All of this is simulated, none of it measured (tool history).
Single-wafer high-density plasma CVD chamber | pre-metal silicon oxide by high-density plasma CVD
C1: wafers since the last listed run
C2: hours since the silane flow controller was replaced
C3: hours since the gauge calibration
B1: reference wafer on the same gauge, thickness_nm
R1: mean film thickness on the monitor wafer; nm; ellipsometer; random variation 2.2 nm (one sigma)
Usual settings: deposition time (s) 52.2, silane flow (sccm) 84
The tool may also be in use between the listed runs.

Run 1, hour 0: usual settings but deposition time (s) 57.8, silane flow (sccm) 79; C1 0; C2 1835.3; C3 716.3; B1 523.68. Result: R1 476.938 nm.
Run 2, hour 50.3: usual settings but deposition time (s) 47.2; C1 980; C2 1885.6; C3 766.6; B1 522.998. Result: R1 403.052 nm.
Run 3, hour 150: usual settings but deposition time (s) 47.2; C1 1943; C2 1985.3; C3 866.3; B1 522.188. Result: R1 407.882 nm.
Run 4, hour 306: usual settings but deposition time (s) 47.2; C1 3041; C2 2141.3; C3 1022.3; B1 523.173. Result: R1 402.42 nm.
Run 5, hour 401.2: usual settings but deposition time (s) 55.9; C1 1856; C2 2236.5; C3 1117.5; B1 523.225. Result: R1 476.951 nm.
At hour 438.4: silane flow controller replaced.
Run 6, hour 478.4: usual settings; C1 1349; C2 40; C3 1194.7; B1 523.349. Result: R1 463.414 nm.
Run 7, hour 570.9: usual settings; C1 1803; C2 132.5; C3 1287.2; B1 522.674. Result: R1 464.362 nm.
At hour 623.4: gauge calibrated.
Run 8, hour 629.1: usual settings; C1 1134; C2 190.7; C3 5.7; B1 523.153. Result: R1 464.662 nm.
Run 9, hour 707.4: usual settings; C1 1526; C2 269; C3 84; B1 523.89. Result: R1 465.948 nm.
Run 10, hour 797.6: usual settings but deposition time (s) 44.6, silane flow (sccm) 71; C1 1758; C2 359.2; C3 174.2; B1 523.348. Result: R1 353.848 nm.
Run 11, hour 878.8: usual settings but silane flow (sccm) 68; C1 1583; C2 440.4; C3 255.4; B1 522.16. Result: R1 404.658 nm.
Run 12, hour 968.4: usual settings but deposition time (s) 43.8, silane flow (sccm) 100; C1 1746; C2 530; C3 345; B1 524.355. Result: R1 435.2 nm.
Run 13, hour 1014.9: usual settings but deposition time (s) 55.5, silane flow (sccm) 96; C1 906; C2 576.5; C3 391.5; B1 522.326. Result: R1 536.283 nm.
Run 14, hour 1083.6: usual settings; C1 1339; C2 645.2; C3 460.2; B1 522.593. Result: R1 466.786 nm.
Run 15, hour 1188.6: usual settings but deposition time (s) 55.5, silane flow (sccm) 93; C1 2047; C2 750.2; C3 565.2; B1 523.874. Result: R1 524.798 nm.
Run 16, hour 1232.7: usual settings; C1 859; C2 794.3; C3 609.3; B1 523.174. Result: R1 457.997 nm.
Run 17, hour 1318: usual settings but deposition time (s) 59.3, silane flow (sccm) 97; C1 1663; C2 879.6; C3 694.6; B1 523.258. Result: R1 577.022 nm.
Run 18, hour 1386.9: usual settings but deposition time (s) 55.6, silane flow (sccm) 100; C1 1343; C2 948.5; C3 763.5; B1 523.242. Result: R1 550.362 nm.

5 ways to go on from here, each from the tool as it stands after run 18. What would each give?
Run A, hour 1387.3: usual settings but deposition time (s) 48.1; C1 7; C2 948.9; C3 763.9; B1 ?. Result: R1 ?.
Run B, hour 1387.3: usual settings but deposition time (s) 58.2, silane flow (sccm) 98; C1 7; C2 948.9; C3 763.9; B1 ?. Result: R1 ?.
Run C, hour 1387.3: usual settings but deposition time (s) 48.6, silane flow (sccm) 95; C1 7; C2 948.9; C3 763.9; B1 ?. Result: R1 ?.
Run D, hour 1387.3: usual settings but deposition time (s) 56, silane flow (sccm) 91; C1 7; C2 948.9; C3 763.9; B1 ?. Result: R1 ?.
Run E, hour 1387.3: usual settings but silane flow (sccm) 69; C1 7; C2 948.9; C3 763.9; B1 ?. Result: R1 ?.

run       B1       R1
  A  522.421    423.9
  B  522.421  570.127
  C  522.421  465.847
  D  522.421  521.049
  E  522.421   405.05
Without the tool's hidden state the same runs would have given:
run       R1
  A  431.172
  B  579.908
  C  473.839
  D  529.988
  E  411.999
